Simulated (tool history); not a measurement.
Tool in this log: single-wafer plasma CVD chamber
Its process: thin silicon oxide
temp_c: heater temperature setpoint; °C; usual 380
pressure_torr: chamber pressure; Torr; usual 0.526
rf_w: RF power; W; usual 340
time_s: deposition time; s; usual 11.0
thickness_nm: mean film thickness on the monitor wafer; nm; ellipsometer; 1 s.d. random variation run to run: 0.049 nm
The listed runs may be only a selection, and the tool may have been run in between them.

run     day  temp_c  pressure_torr  rf_w  time_s  wafers since the last listed run  hours since the last thermocouple change  hours since the last RF generator calibration  hours since the last manometer calibration  hours since the showerhead was replaced  hours since the gauge calibration  read-back reference wafer on the same gauge, thickness_nm  thickness_nm
  1   0.000     380          0.526   365    11.0                                 0                                    1606.8                                         1436.4                                      2080.1                                   2218.8                              325.8                                                     15.711        12.948
  2   0.617     380          0.526   365    11.0                               340                                    1621.6                                         1451.2                                      2094.9                                   2233.6                              340.6                                                     15.709        12.923
  3   1.238     380          0.526   365    11.0                               342                                    1636.5                                         1466.1                                      2109.8                                   2248.5                              355.5                                                     15.702        12.961
      1.975  -- thermocouple changed; heater temperature recalibrated
  4   1.996     380          0.612   340    11.0                               234                                       0.5                                         1484.3                                      2128.0                                   2266.7                              373.7                                                     15.704        14.651
      2.383  -- RF generator calibrated
  5   2.542     380          0.612   340    11.0                               117                                      13.6                                            3.8                                      2141.1                                   2279.8                              386.8                                                     15.716        14.591
  6   3.462     380          0.612   340    11.0                               508                                      35.7                                           25.9                                      2163.2                                   2301.9                              408.9                                                     15.679        14.704
  7   4.112     380          0.526   340    11.0                               358                                      51.3                                           41.5                                      2178.8                                   2317.5                              424.5                                                     15.719        12.595
  8   4.508     380          0.526   340    11.0                               218                                      60.8                                           51.0                                      2188.3                                   2327.0                              434.0                                                     15.690        12.611
  9   5.104     380          0.526   340    11.0                               328                                      75.1                                           65.3                                      2202.6                                   2341.3                              448.3                                                     15.718        12.522
 10   5.671     395          0.526   360    11.0                               312                                      88.7                                           78.9                                      2216.2                                   2354.9                              461.9                                                     15.696        12.699
 11   6.175     380          0.526   365    11.0                               278                                     100.8                                           91.0                                      2228.3                                   2367.0                              474.0                                                     15.677        12.841
 12   8.071     380          0.526   340    11.0                              1046                                     146.3                                          136.5                                      2273.8                                   2412.5                              519.5                                                     15.692        12.465
 13   8.496     380          0.649   340    12.8                               234                                     156.5                                          146.7                                      2284.0                                   2422.7                              529.7                                                     15.704        18.004
 14   8.917     380          0.452   340    11.0                               232                                     166.6                                          156.8                                      2294.1                                   2432.8                              539.8                                                     15.687        10.643
 15   9.625     380          0.526   340    11.0                               390                                     183.6                                          173.8                                      2311.1                                   2449.8                              556.8                                                     15.694        12.479
 16  10.175     384          0.614   390     9.1                               303                                     196.8                                          187.0                                      2324.3                                   2463.0                              570.0                                                     15.711        12.544
 17  10.825     380          0.404   340    12.2                               358                                     212.4                                          202.6                                      2339.9                                   2478.6                              585.6                                                     15.706        10.428
 18  11.333     373          0.656   340    11.0                               280                                     224.6                                          214.8                                      2352.1                                   2490.8                              597.8                                                     15.685        15.613
     11.838  -- showerhead replaced, of another model than before
 19  11.858     380          0.526   340     9.7                               105                                     237.2                                          227.4                                      2364.7                                      0.5                              610.4                                                     15.703        11.252
 20  11.996     373          0.438   340    11.0                                75                                     240.5                                          230.7                                      2368.0                                      3.8                              613.7                                                     15.702        11.241
     12.200  -- gauge calibrated
 21  12.596     380          0.526   395    11.0                               331                                     254.9                                          245.1                                      2382.4                                     18.2                                9.5                                                     15.691        13.066
     13.196  -- capacitance manometer re-zeroed and calibrated
 22  13.242     380          0.526   340    11.0                               172                                     270.4                                          260.6                                         1.1                                     33.7                               25.0                                                     15.692        13.721
 23  13.596     380          0.526   385    12.7                               195                                     278.9                                          269.1                                         9.6                                     42.2                               33.5                                                     15.684        16.150
 24  15.096     380          0.526   340    12.9                               827                                     314.9                                          305.1                                        45.6                                     78.2                               69.5                                                     15.699        16.084
 25  15.371     380          0.612   340    11.0                               151                                     321.5                                          311.7                                        52.2                                     84.8                               76.1                                                     15.699        15.210
 26  15.788     391          0.443   385    10.0                               229                                     331.5                                          321.7                                        62.2                                     94.8                               86.1                                                     15.693        11.306
 27  16.488     380          0.563   340    11.0                               386                                     348.3                                          338.5                                        79.0                                    111.6                              102.9                                                     15.703        14.363
 28  16.762     393          0.433   360     8.9                               151                                     354.9                                          345.1                                        85.6                                    118.2                              109.5                                                     15.714         9.693
 29  18.125     376          0.526   340    12.6                               752                                     387.6                                          377.8                                       118.3                                    150.9                              142.2                                                     15.699        15.740

Alternative continuations, all from the tool just after run 29; predict every row:
  A  18.142     380          0.526   340    11.0                                 9                                     388.0                                          378.2                                       118.7                                    151.3                              142.6                                                          ?             ?
  B  18.142     365          0.583   320    12.5                                 9                                     388.0                                          378.2                                       118.7                                    151.3                              142.6                                                          ?             ?
  C  18.142     367          0.526   280     9.0                                 9                                     388.0                                          378.2                                       118.7                                    151.3                              142.6                                                          ?             ?
  D  18.142     380          0.526   340    12.4                                 9                                     388.0                                          378.2                                       118.7                                    151.3                              142.6                                                          ?             ?

run  read-back reference wafer on the same gauge, thickness_nm  thickness_nm
  A                                                     15.689        13.698
  B                                                     15.689        16.688
  C                                                     15.689        10.895
  D                                                     15.689        15.436
Without the tool's unlogged condition, the same runs would have read:
run  thickness_nm
  A        13.623
  B        16.597
  C        10.835
  D        15.352

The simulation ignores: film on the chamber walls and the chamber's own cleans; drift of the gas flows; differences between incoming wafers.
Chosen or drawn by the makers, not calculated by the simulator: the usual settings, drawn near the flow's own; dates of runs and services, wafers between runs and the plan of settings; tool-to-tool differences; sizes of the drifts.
